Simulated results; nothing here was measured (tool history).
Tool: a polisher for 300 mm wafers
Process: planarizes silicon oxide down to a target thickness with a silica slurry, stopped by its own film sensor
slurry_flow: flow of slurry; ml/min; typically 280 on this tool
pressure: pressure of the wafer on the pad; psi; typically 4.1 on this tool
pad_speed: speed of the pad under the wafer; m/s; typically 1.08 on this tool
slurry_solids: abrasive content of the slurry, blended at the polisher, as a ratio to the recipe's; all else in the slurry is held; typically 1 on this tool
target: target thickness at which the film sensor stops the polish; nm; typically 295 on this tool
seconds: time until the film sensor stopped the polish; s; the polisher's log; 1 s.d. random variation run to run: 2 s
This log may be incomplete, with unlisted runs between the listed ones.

run,hour,slurry_flow,pressure,pad_speed,slurry_solids,target,wafers since the last listed run,wafers polished on this pad,hours since the slurry nozzle was cleaned,hours since the head pressure was calibrated,hours since the slurry blender was calibrated,hours since the conditioning disc was replaced,"incoming thickness of the incoming film, nm",seconds
1,0,280,4.1,1.08,1,295,0,22,73.2,1277.7,61.4,604,624.2,109.1
2,24.6,280,4.1,1.08,1,295,230,253,97.8,1302.3,86,628.6,618.7,109.2
# hour 28.1: conditioning disc replaced and pad reconditioned
3,56.3,280,4.1,1.08,1,295,278,532,129.5,1334,117.7,28.2,618.2,112.2
4,84,280,4.1,1.08,1,295,260,792,157.2,1361.7,145.4,55.9,622.2,112.6
5,99.3,280,4.1,1.08,1,194,143,936,172.5,1377,160.7,71.2,632.6,148.2
6,119.5,280,4.1,1.08,1,295,189,1125,192.7,1397.2,180.9,91.4,618.1,110.8
# hour 131.6: head pressure recalibrated
7,146.5,190,2.8,1.08,1.2,295,234,1360,219.7,14.9,207.9,118.4,623.8,203.9
8,171,280,5.2,1.08,1.2,295,229,1590,244.2,39.4,232.4,142.9,628.7,108.3
9,194.6,280,3.4,1.08,0.85,295,221,1811,267.8,63,256,166.5,623.2,183.3
# hour 210.8: worn pad replaced by a new one
10,218.3,240,4.1,1.08,1.2,295,184,70,291.5,86.7,279.7,190.2,617.5,133.3
11,248.8,220,3,1.08,1,400,286,356,322,117.2,310.2,220.7,633.4,142.1
# hour 275.9: slurry nozzle cleaned
# hour 277.8: head pressure recalibrated, repeated, since the last time left the tool worse
12,279.7,280,4.1,0.92,1,230,262,618,3.8,1.9,341.1,251.6,619.5,162.5
13,309.6,280,3.5,1.08,1.25,295,280,899,33.7,31.8,371,281.5,616.3,127.9
14,345,280,4.1,1.08,1,295,332,1231,69.1,67.2,406.4,316.9,620.5,118.5
15,359.1,225,5,1.36,0.8,295,132,1363,83.2,81.3,420.5,331,627.2,93.7
# hour 363.9: slurry blender recalibrated
16,381.9,280,5.3,1.08,1,295,195,1559,106,104.1,18,353.8,624,89.9
# hour 410.2: worn pad replaced by a new one
17,417,280,4.1,1.08,1,295,291,64,141.1,139.2,53.1,388.9,624.7,121.3
18,434.4,280,4.1,1.08,1,295,163,227,158.5,156.6,70.5,406.3,616.1,118.6
19,447.1,250,4.1,1.08,1,295,119,346,171.2,169.3,83.2,419,627.8,121.8
20,473.5,280,4.1,0.82,1,295,247,594,197.6,195.7,109.6,445.4,622,148
21,486.6,280,4.1,1.22,0.85,206,122,717,210.7,208.8,122.7,458.5,617.2,146.8
22,501.3,280,4.1,1.08,1,199,137,855,225.4,223.5,137.4,473.2,618.8,154
# hour 532.6: conditioning disc replaced and pad reconditioned
23,533.1,280,4.1,1.08,1,246,279,1135,257.2,255.3,169.2,0.5,620.5,133.7
24,557.2,280,4.1,1.08,1,295,226,1361,281.3,279.4,193.3,24.6,620.7,121
25,576.7,280,3.7,1.3,0.7,333,183,1544,300.8,298.9,212.8,44.1,612.7,112.5
26,601.9,320,4.1,1.34,1,257,236,1780,326,324.1,238,69.3,613.5,107.4

Measured minus without-hidden-state, run by run (identical run-to-run variation in each term; gauge scatter may differ):
The hidden state here: removal rate lost through wear of the pad, %; slurry flow missing at the pad, %; deviation of the head's pressure from its setpoint, %; abrasive missing from the slurry, %; time polished since the conditioner stopped cutting, s.
run,seconds
1,-10.9
2,-11
3,-11.3
4,-11.5
5,-15
6,-11.3
7,+31.3
8,+16
9,+26.2
10,+18.4
11,+18.9
12,+0.4
13,-0.6
14,-1.4
15,-1.4
16,-1.7
17,-3
18,-3.3
19,-3.7
20,-5.1
21,-5.3
22,-5.9
23,-5.7
24,-5.5
25,-5.4
26,-5.5
